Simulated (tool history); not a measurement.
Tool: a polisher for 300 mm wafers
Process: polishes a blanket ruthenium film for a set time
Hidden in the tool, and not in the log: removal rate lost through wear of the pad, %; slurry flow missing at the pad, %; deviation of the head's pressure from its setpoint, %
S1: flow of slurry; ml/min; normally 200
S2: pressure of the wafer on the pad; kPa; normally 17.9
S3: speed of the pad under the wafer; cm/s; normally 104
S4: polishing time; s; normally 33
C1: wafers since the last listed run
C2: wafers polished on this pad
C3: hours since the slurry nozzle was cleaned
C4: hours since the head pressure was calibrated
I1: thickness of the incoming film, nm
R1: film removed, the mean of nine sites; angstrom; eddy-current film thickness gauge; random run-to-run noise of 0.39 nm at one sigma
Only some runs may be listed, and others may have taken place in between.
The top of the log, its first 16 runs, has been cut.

| run | hour | S1 | S2 | S3 | S4 | C1 | C2 | C3 | C4 | I1 | R1 |
|---|---|---|---|---|---|---|---|---|---|---|---|
|  | 1511.1 | slurry nozzle cleaned |
| 17 | 1511.7 | 200 | 17.9 | 104 | 27 | 742 | 4359 | 0.6 | 134.8 | 246.2 | 356 |
| 18 | 1571.5 | 200 | 15.2 | 104 | 28 | 534 | 4894 | 60.4 | 194.6 | 250.2 | 321 |
| 19 | 1638.9 | 200 | 15.9 | 104 | 42 | 602 | 5496 | 127.8 | 262 | 247.5 | 509 |
| 20 | 1709.2 | 155 | 22.8 | 104 | 43 | 628 | 6125 | 198.1 | 332.3 | 249.3 | 659 |
|  | 1715.6 | worn pad replaced by a new one |
| 21 | 1757.7 | 150 | 14.5 | 86 | 38 | 397 | 376 | 246.6 | 380.8 | 245.8 | 339 |
| 22 | 1821.4 | 170 | 22.8 | 68 | 39 | 569 | 946 | 310.3 | 444.5 | 250.3 | 391 |
| 23 | 1868 | 200 | 13.8 | 104 | 26 | 416 | 1362 | 356.9 | 491.1 | 251.2 | 281 |
| 24 | 1940.9 | 200 | 17.9 | 104 | 24 | 651 | 2014 | 429.8 | 564 | 248.4 | 316 |
| 25 | 2024.5 | 200 | 17.9 | 104 | 33 | 747 | 2762 | 513.4 | 647.6 | 251.1 | 422 |
| 26 | 2106.1 | 200 | 17.9 | 104 | 33 | 729 | 3491 | 595 | 729.2 | 250.2 | 430 |
|  | 2152.9 | slurry nozzle cleaned |
| 27 | 2198.5 | 140 | 22.1 | 122 | 21 | 817 | 4309 | 45.6 | 821.6 | 248 | 363 |
|  | 2246.2 | head pressure recalibrated |
| 28 | 2256.2 | 200 | 17.9 | 104 | 27 | 498 | 4807 | 103.3 | 10 | 249.4 | 358 |
| 29 | 2293.7 | 200 | 13.8 | 104 | 23 | 335 | 5142 | 140.8 | 47.5 | 247.8 | 253 |
| 30 | 2372.3 | 170 | 17.9 | 114 | 33 | 702 | 5845 | 219.4 | 126.1 | 250.1 | 469 |
| 31 | 2431 | 220 | 14.5 | 92 | 33 | 524 | 6370 | 278.1 | 184.8 | 248.9 | 335 |
|  | 2492.7 | worn pad replaced by a new one |
| 32 | 2536 | 230 | 13.8 | 118 | 24 | 903 | 387 | 383.1 | 289.8 | 251.7 | 298 |
| 33 | 2596.9 | 175 | 17.9 | 126 | 33 | 544 | 931 | 444 | 350.7 | 246.2 | 518 |
| 34 | 2701.5 | 170 | 13.8 | 84 | 41 | 935 | 1867 | 548.6 | 455.3 | 247.8 | 349 |
| 35 | 2800.6 | 200 | 17.9 | 104 | 33 | 886 | 2753 | 647.7 | 554.4 | 248.9 | 435 |
|  | 2966.3 | slurry nozzle cleaned |
|  | 3121.8 | worn pad replaced by a new one |
| 36 | 3122.3 | 200 | 22.8 | 126 | 33 | 2831 | 4 | 156 | 876.1 | 250.5 | 621 |
| 37 | 3201.6 | 150 | 17.9 | 104 | 33 | 709 | 713 | 235.3 | 955.4 | 251.4 | 411 |

Branching from run 37: 4 alternative next runs. What would each branch give?
| A | 3202 | 175 | 17.9 | 104 | 33 | 3 | 717 | 235.7 | 955.8 | 246.1 | ? |
| B | 3202 | 200 | 17.9 | 104 | 37 | 3 | 717 | 235.7 | 955.8 | 246.1 | ? |
| C | 3202 | 180 | 17.9 | 104 | 33 | 3 | 717 | 235.7 | 955.8 | 246.1 | ? |
| D | 3202 | 200 | 12.4 | 84 | 33 | 3 | 717 | 235.7 | 955.8 | 246.1 | ? |

| run | R1 |
|---|---|
| A | 424 |
| B | 483 |
| C | 426 |
| D | 267 |
What these runs would have given with no unlogged condition in the tool:
| run | R1 |
|---|---|
| A | 440 |
| B | 501 |
| C | 442 |
| D | 277 |
